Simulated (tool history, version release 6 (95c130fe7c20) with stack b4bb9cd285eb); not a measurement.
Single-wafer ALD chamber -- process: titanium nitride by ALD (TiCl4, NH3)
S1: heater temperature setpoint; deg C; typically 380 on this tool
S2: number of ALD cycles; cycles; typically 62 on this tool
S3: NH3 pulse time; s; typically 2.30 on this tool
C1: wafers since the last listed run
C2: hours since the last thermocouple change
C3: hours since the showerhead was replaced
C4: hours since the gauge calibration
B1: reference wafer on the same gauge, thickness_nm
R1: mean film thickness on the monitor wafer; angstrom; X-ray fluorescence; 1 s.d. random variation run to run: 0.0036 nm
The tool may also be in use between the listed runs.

run	hour	S1	S2	S3	C1	C2	C3	C4	B1	R1
1	0.0	380	62	2.30	0	2192.2	3905.1	132.7	1.350	14.39
2	12.4	380	62	2.30	48	2204.6	3917.5	145.1	1.349	14.37
3	25.1	380	62	2.30	49	2217.3	3930.2	157.8	1.350	14.36
4	38.8	375	70	2.30	53	2231.0	3943.9	171.5	1.349	16.21
5	48.5	375	70	2.30	37	2240.7	3953.6	181.2	1.349	16.16
6	59.3	375	70	2.30	42	2251.5	3964.4	192.0	1.351	16.18
7	69.3	388	62	1.92	38	2261.5	3974.4	202.0	1.349	14.39
8	81.5	388	62	2.30	47	2273.7	3986.6	214.2	1.350	14.44
9	88.5	388	62	2.30	27	2280.7	3993.6	221.2	1.351	14.43
10	97.1	388	62	2.30	33	2289.3	4002.2	229.8	1.350	14.41
11	113.8	380	62	2.30	65	2306.0	4018.9	246.5	1.350	14.45
12	125.5	380	62	2.30	45	2317.7	4030.6	258.2	1.351	14.41
13	137.8	380	62	2.30	47	2330.0	4042.9	270.5	1.350	14.43
14	152.6	380	68	2.30	57	2344.8	4057.7	285.3	1.351	15.78
15	169.9	380	62	2.30	67	2362.1	4075.0	302.6	1.349	14.41
16	187.0	390	62	2.30	66	2379.2	4092.1	319.7	1.351	14.45
17	196.1	390	62	2.30	35	2388.3	4101.2	328.8	1.351	14.50
# hour 215.0: showerhead replaced
18	215.5	385	62	1.53	44	2407.7	0.5	348.2	1.349	14.20
19	223.7	393	62	2.83	31	2415.9	8.7	356.4	1.350	14.64
20	237.5	380	62	2.30	53	2429.7	22.5	370.2	1.351	14.36
# hour 245.6: gauge calibrated
21	249.4	391	62	1.42	46	2441.6	34.4	3.8	1.350	14.18
# hour 265.5: thermocouple changed; heater temperature recalibrated
22	266.9	374	51	2.98	37	1.4	51.9	21.3	1.349	11.98
23	273.5	393	50	1.47	25	8.0	58.5	27.9	1.351	11.49
24	281.8	368	62	1.52	32	16.3	66.8	36.2	1.350	13.85
25	291.0	380	69	2.98	35	25.5	76.0	45.4	1.350	16.09
26	298.1	380	62	2.30	27	32.6	83.1	52.5	1.350	14.37
27	317.4	380	71	1.80	75	51.9	102.4	71.8	1.350	16.31
28	330.4	380	62	2.30	50	64.9	115.4	84.8	1.350	14.39
29	336.5	385	55	2.86	23	71.0	121.5	90.9	1.349	12.91
30	343.4	380	62	2.30	26	77.9	128.4	97.8	1.349	14.37
31	360.8	376	69	2.63	67	95.3	145.8	115.2	1.350	16.06
32	373.5	380	62	2.30	49	108.0	158.5	127.9	1.349	14.39
33	387.7	380	62	2.96	55	122.2	172.7	142.1	1.350	14.52
34	405.4	380	62	2.01	68	139.9	190.4	159.8	1.351	14.24

Hidden condition of the tool, last listed run before each entry between runs versus first listed run after:
Run 17 -> run 18: showerhead replaced (hour 215.0)
  no hidden state differs between the two runs
Run 20 -> run 21: gauge calibrated (hour 245.6)
  no hidden state differs between the two runs
Run 21 -> run 22: thermocouple changed; heater temperature recalibrated (hour 265.5)
  no hidden state differs between the two runs

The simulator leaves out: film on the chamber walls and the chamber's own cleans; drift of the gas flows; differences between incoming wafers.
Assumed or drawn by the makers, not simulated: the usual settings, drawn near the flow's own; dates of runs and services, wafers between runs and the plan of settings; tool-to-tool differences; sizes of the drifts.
